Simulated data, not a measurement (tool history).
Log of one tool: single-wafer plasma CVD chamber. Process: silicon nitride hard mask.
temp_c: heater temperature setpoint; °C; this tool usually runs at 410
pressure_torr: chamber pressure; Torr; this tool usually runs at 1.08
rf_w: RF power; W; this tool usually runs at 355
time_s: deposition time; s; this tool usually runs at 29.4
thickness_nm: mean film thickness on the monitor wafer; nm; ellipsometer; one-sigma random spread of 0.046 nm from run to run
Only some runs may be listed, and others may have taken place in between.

run,hour,temp_c,pressure_torr,rf_w,time_s,wafers since the last listed run,hours since the last thermocouple change,hours since the last RF generator calibration,hours since the last manometer calibration,hours since the showerhead was replaced,hours since the gauge calibration,"read-back reference wafer on the same gauge, thickness_nm",thickness_nm
1,0,410,1.08,355,29.4,0,890,1953.7,3133.3,5992.9,178.4,31.372,31.156
2,8.6,410,1.08,355,29.4,117,898.6,1962.3,3141.9,6001.5,187,31.369,31.214
3,24.8,420,1.08,355,29.4,222,914.8,1978.5,3158.1,6017.7,203.2,31.373,31.1
4,40.6,421,0.93,355,29.4,216,930.6,1994.3,3173.9,6033.5,219,31.396,29.225
5,48.1,421,0.93,355,29.4,102,938.1,2001.8,3181.4,6041,226.5,31.399,29.233
6,64.5,421,0.93,355,29.4,224,954.5,2018.2,3197.8,6057.4,242.9,31.394,29.245
7,80.2,410,1.08,355,29.4,215,970.2,2033.9,3213.5,6073.1,258.6,31.403,31.253
8,96.7,410,1.08,355,29.4,226,986.7,2050.4,3230,6089.6,275.1,31.42,31.181
# hour 125.5: showerhead replaced
9,126,410,1.08,355,29.4,292,1016,2079.7,3259.3,0.5,304.4,31.409,31.181
10,128.2,410,1.08,355,29.4,30,1018.2,2081.9,3261.5,2.7,306.6,31.404,31.252
# hour 138.4: capacitance manometer re-zeroed and calibrated
# hour 155.7: gauge calibrated
# hour 172.3: thermocouple changed; heater temperature recalibrated
11,172.8,410,1.08,355,29.4,392,0.5,2126.5,34.4,47.3,17.1,31.188,30.966
12,177.7,410,1.08,355,29.4,67,5.4,2131.4,39.3,52.2,22,31.169,30.937
13,189.4,410,1.08,325,29.4,160,17.1,2143.1,51,63.9,33.7,31.206,29.984
14,198.8,406,1.08,385,24.5,128,26.5,2152.5,60.4,73.3,43.1,31.225,26.747
# hour 214.4: RF generator calibrated
15,214.9,417,1.08,375,27,111,42.6,0.5,76.5,89.4,59.2,31.231,29.077
16,231.2,410,1.08,355,29.4,223,58.9,16.8,92.8,105.7,75.5,31.275,31.112
17,239.2,410,1.08,320,29.4,109,66.9,24.8,100.8,113.7,83.5,31.263,29.846
18,255.6,410,1.08,355,29.4,224,83.3,41.2,117.2,130.1,99.9,31.282,31.046
19,269.4,406,1.08,355,29.4,189,97.1,55,131,143.9,113.7,31.312,31.174
20,280.4,402,1.08,355,33.2,150,108.1,66,142,154.9,124.7,31.321,35.287
21,293.6,410,1.08,380,31.3,180,121.3,79.2,155.2,168.1,137.9,31.34,34.03
22,301.4,410,1.08,355,29.4,106,129.1,87,163,175.9,145.7,31.361,31.233
23,308.7,410,1.32,355,33.5,100,136.4,94.3,170.3,183.2,153,31.339,38.239
24,324.8,415,1.08,355,29.4,220,152.5,110.4,186.4,199.3,169.1,31.345,31.158
25,335.7,410,0.96,330,31,149,163.4,121.3,197.3,210.2,180,31.377,30.383

Forecast each of these 5 alternatives for the next run:
A,336.1,410,1.08,355,29.4,5,163.8,121.7,197.7,210.6,180.4,?,?
B,336.1,419,0.85,355,27.7,5,163.8,121.7,197.7,210.6,180.4,?,?
C,336.1,424,1.08,325,29.4,5,163.8,121.7,197.7,210.6,180.4,?,?
D,336.1,424,1.08,410,23.9,5,163.8,121.7,197.7,210.6,180.4,?,?
E,336.1,410,0.99,355,25.2,5,163.8,121.7,197.7,210.6,180.4,?,?

run,"read-back reference wafer on the same gauge, thickness_nm",thickness_nm
A,31.364,31.204
B,31.364,26.478
C,31.364,29.928
D,31.364,26.76
E,31.364,25.862
Stripped of hidden state, with their random variation kept, the same runs would have yielded:
run,thickness_nm
A,30.939
B,26.253
C,29.675
D,26.534
E,25.643
